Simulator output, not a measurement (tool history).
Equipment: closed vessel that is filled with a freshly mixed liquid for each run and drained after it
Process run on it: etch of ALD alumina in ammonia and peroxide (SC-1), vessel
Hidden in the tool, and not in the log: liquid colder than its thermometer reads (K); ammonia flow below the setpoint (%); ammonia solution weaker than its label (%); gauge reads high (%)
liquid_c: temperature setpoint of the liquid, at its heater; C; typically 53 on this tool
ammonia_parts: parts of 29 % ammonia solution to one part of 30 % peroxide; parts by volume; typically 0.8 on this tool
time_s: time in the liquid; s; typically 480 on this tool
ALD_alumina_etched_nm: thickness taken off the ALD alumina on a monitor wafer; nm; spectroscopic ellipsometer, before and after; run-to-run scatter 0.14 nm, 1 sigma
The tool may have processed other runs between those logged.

run	hour	liquid_c	ammonia_parts	time_s	wafers since the last listed run	hours since the thermometer was replaced	hours since the ammonia flow meter was replaced	hours since the drum of ammonia solution was connected	hours since the gauge calibration	read-back film thickness of the ALD alumina reference wafer, read on the same gauge (nm)	ALD_alumina_etched_nm
1	0	53	0.8	480	0	1390.4	739.2	253.9	448	30.53	36.59
2	46.4	53	0.8	480	3083	1436.8	785.6	300.3	494.4	30.59	36.68
# hour 87.7: thermometer replaced
3	92	53	0.8	480	2963	4.3	831.2	345.9	540	30.59	36.75
# hour 147.8: ammonia flow meter replaced
4	172.8	53	0.8	480	5302	85.1	25	426.7	620.8	30.68	36.88
# hour 243.4: new drum of ammonia solution connected
5	274.4	53	0.8	480	6684	186.7	126.6	31	722.4	30.71	37
6	325.7	53	0.55	480	3408	238	177.9	82.3	773.7	30.71	35.61
7	425.7	53	0.55	480	6644	338	277.9	182.3	873.7	30.73	35.83
8	519.4	53	0.55	480	6226	431.7	371.6	276	967.4	30.72	35.39
9	567	53	0.6	480	3162	479.3	419.2	323.6	1015	30.77	35.85
10	622.9	53	0.6	480	3714	535.2	475.1	379.5	1070.9	30.81	35.92
11	669.7	53	0.8	480	3109	582	521.9	426.3	1117.7	30.78	36.88
# hour 742.4: gauge calibrated
# hour 743.3: new drum of ammonia solution connected
12	774.6	53	0.8	480	6903	686.9	626.8	31.3	32.2	30.07	35.99
13	814.8	53	0.8	480	2671	727.1	667	71.5	72.4	30.17	35.98
14	877.7	53	0.8	480	4179	790	729.9	134.4	135.3	30.24	36.21
# hour 908: ammonia flow meter replaced
15	985.3	49	0.65	660	7083	897.6	77.3	242	242.9	30.43	39.5
16	1076.2	44	0.95	480	6040	988.5	168.2	332.9	333.8	30.48	22.47
17	1161.9	53	1.15	480	5694	1074.2	253.9	418.6	419.5	30.6	37.92
# hour 1257.4: new drum of ammonia solution connected
18	1322.5	44	0.7	635	10605	1234.8	414.5	65.1	580.1	30.66	29.05
19	1375.5	57	0.95	480	3521	1287.8	467.5	118.1	633.1	30.7	46.31
# hour 1400.3: thermometer replaced
20	1569.5	53	0.8	480	12824	169.2	661.5	312.1	827.1	30.76	36.97
21	1606.8	43.5	0.95	700	2478	206.5	698.8	349.4	864.4	30.77	32.15
22	1646.3	53	0.8	480	2624	246	738.3	388.9	903.9	30.75	37.02
# hour 1682.2: new drum of ammonia solution connected
# hour 1698.7: ammonia flow meter replaced
23	1735.2	58.5	0.55	705	5774	334.9	36.5	53	992.8	30.76	70.37
24	1825.9	53	0.45	480	6026	425.6	127.2	143.7	1083.5	30.77	34.84
25	1933.1	58	0.65	480	7123	532.8	234.4	250.9	1190.7	30.82	47.35
# hour 1976.9: gauge calibrated
26	2020.3	53	0.8	480	5794	620	321.6	338.1	43.4	30.02	36
27	2074.2	45.5	1.15	480	3581	673.9	375.5	392	97.3	30.17	24.66
# hour 2159.9: new drum of ammonia solution connected
28	2177.6	53	0.8	480	6804	777.3	478.9	17.7	200.7	30.32	36.15

Difference, measured minus no-hidden-state, one row per run. Run-to-run variation is common to both terms; the gauge's own scatter need not be:
run	ALD_alumina_etched_nm
1	+0.66
2	+0.7
3	+0.73
4	+0.78
5	+0.83
6	+0.81
7	+0.85
8	+0.86
9	+0.88
10	+0.89
11	+0.93
12	+0.1
13	+0.19
14	+0.31
15	+0.53
16	+0.37
17	+0.71
18	+0.64
19	+1.05
20	+0.91
21	+0.81
22	+0.94
23	+1.82
24	+0.91
25	+1.26
26	+0.07
27	+0.13
28	+0.36
